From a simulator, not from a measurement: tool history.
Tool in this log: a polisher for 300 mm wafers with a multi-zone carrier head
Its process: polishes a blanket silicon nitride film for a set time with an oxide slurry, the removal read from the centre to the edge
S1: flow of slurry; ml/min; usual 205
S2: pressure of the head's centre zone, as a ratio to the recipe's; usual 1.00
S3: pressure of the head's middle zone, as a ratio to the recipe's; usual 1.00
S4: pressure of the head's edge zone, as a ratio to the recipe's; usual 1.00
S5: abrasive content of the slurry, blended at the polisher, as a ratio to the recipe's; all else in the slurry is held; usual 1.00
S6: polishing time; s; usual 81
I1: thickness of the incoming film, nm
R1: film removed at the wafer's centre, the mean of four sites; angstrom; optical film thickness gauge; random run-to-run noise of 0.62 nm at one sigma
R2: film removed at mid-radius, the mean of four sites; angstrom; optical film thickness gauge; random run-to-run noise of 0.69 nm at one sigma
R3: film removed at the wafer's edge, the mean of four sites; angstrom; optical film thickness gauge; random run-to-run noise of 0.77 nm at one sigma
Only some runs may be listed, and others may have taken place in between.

run 1 hour=0.0 | S1=205 S2=1.00 S3=1.00 S4=1.00 S5=1.00 S6=81 | I1=278.3 | R1=507 R2=536 R3=539
run 2 hour=29.9 | S1=205 S2=1.00 S3=1.00 S4=1.00 S5=1.00 S6=81 | I1=280.0 | R1=498 R2=546 R3=553
run 3 hour=66.8 | S1=205 S2=1.00 S3=1.00 S4=1.00 S5=1.00 S6=81 | I1=281.0 | R1=498 R2=556 R3=539
-- hour=71.1 worn pad replaced by a new one
-- hour=105.0 slurry nozzle cleaned
run 4 hour=123.4 | S1=205 S2=1.00 S3=1.00 S4=1.00 S5=1.00 S6=81 | I1=275.7 | R1=476 R2=553 R3=536
run 5 hour=174.5 | S1=205 S2=1.00 S3=1.00 S4=1.00 S5=1.00 S6=71 | I1=279.3 | R1=414 R2=485 R3=481
-- hour=219.9 centre zone pressure recalibrated
run 6 hour=234.2 | S1=205 S2=1.00 S3=1.00 S4=1.00 S5=1.00 S6=71 | I1=284.8 | R1=464 R2=492 R3=472
-- hour=244.2 edge zone pressure recalibrated
run 7 hour=282.4 | S1=205 S2=1.00 S3=1.00 S4=1.00 S5=1.00 S6=71 | I1=280.7 | R1=454 R2=496 R3=477
-- hour=292.6 worn pad replaced by a new one
run 8 hour=311.6 | S1=205 S2=1.00 S3=1.00 S4=1.00 S5=1.00 S6=81 | I1=278.4 | R1=527 R2=544 R3=559
run 9 hour=358.0 | S1=205 S2=1.00 S3=1.00 S4=1.00 S5=1.00 S6=81 | I1=279.4 | R1=522 R2=556 R3=545
run 10 hour=399.8 | S1=205 S2=1.00 S3=1.00 S4=1.00 S5=1.00 S6=81 | I1=279.3 | R1=527 R2=547 R3=557
run 11 hour=469.3 | S1=205 S2=0.89 S3=0.91 S4=1.07 S5=0.90 S6=81 | I1=279.9 | R1=445 R2=491 R3=522
-- hour=492.9 slurry nozzle cleaned
-- hour=517.8 worn pad replaced by a new one
run 12 hour=532.7 | S1=205 S2=1.00 S3=1.00 S4=1.00 S5=1.00 S6=81 | I1=284.0 | R1=517 R2=551 R3=550
run 13 hour=580.6 | S1=250 S2=1.00 S3=1.00 S4=1.07 S5=1.00 S6=81 | I1=279.6 | R1=530 R2=564 R3=576
run 14 hour=620.1 | S1=160 S2=1.00 S3=0.90 S4=1.00 S5=1.15 S6=105 | I1=277.5 | R1=650 R2=669 R3=734
-- hour=626.8 edge zone pressure recalibrated
run 15 hour=666.8 | S1=205 S2=1.00 S3=1.00 S4=1.00 S5=1.00 S6=81 | I1=279.2 | R1=499 R2=557 R3=542
run 16 hour=733.3 | S1=165 S2=1.00 S3=0.89 S4=1.00 S5=1.00 S6=81 | I1=282.3 | R1=475 R2=493 R3=544
-- hour=741.6 centre zone pressure recalibrated
-- hour=748.3 worn pad replaced by a new one
run 17 hour=786.1 | S1=205 S2=0.95 S3=1.00 S4=1.00 S5=1.20 S6=81 | I1=277.7 | R1=546 R2=593 R3=591
-- hour=819.0 carrier head's membrane replaced by a new one
run 18 hour=819.5 | S1=205 S2=1.00 S3=1.00 S4=1.00 S5=1.00 S6=81 | I1=277.5 | R1=530 R2=552 R3=555
run 19 hour=884.8 | S1=240 S2=0.92 S3=1.00 S4=1.03 S5=1.00 S6=101 | I1=278.6 | R1=611 R2=700 R3=695
-- hour=892.0 slurry nozzle cleaned
run 20 hour=912.5 | S1=205 S2=0.91 S3=1.10 S4=1.00 S5=1.00 S6=81 | I1=280.2 | R1=472 R2=584 R3=542
run 21 hour=939.2 | S1=205 S2=1.00 S3=1.00 S4=1.00 S5=1.00 S6=70 | I1=281.9 | R1=443 R2=481 R3=470
-- hour=1000.3 worn pad replaced by a new one
-- hour=1072.0 edge zone pressure recalibrated
run 22 hour=1088.7 | S1=205 S2=1.10 S3=1.00 S4=0.88 S5=0.85 S6=109 | I1=281.2 | R1=689 R2=678 R3=649

3 ways to go on from here, each from the tool as it stands after run 22. What would each give?
run A hour=1089.2 | S1=205 S2=1.00 S3=0.90 S4=1.00 S5=1.00 S6=81 | I1=279.2 | R1=? R2=? R3=?
run B hour=1089.2 | S1=205 S2=1.00 S3=1.00 S4=0.91 S5=1.00 S6=81 | I1=279.2 | R1=? R2=? R3=?
run C hour=1089.2 | S1=205 S2=1.00 S3=1.00 S4=1.00 S5=0.70 S6=81 | I1=279.2 | R1=? R2=? R3=?

run=A R1=504 R2=500 R3=534
run=B R1=505 R2=547 R3=510
run=C R1=428 R2=463 R3=452
With the hidden condition removed and each run's random variation left untouched, the same runs would have given:
run=A R1=528 R2=500 R3=534
run=B R1=528 R2=547 R3=510
run=C R1=448 R2=463 R3=452

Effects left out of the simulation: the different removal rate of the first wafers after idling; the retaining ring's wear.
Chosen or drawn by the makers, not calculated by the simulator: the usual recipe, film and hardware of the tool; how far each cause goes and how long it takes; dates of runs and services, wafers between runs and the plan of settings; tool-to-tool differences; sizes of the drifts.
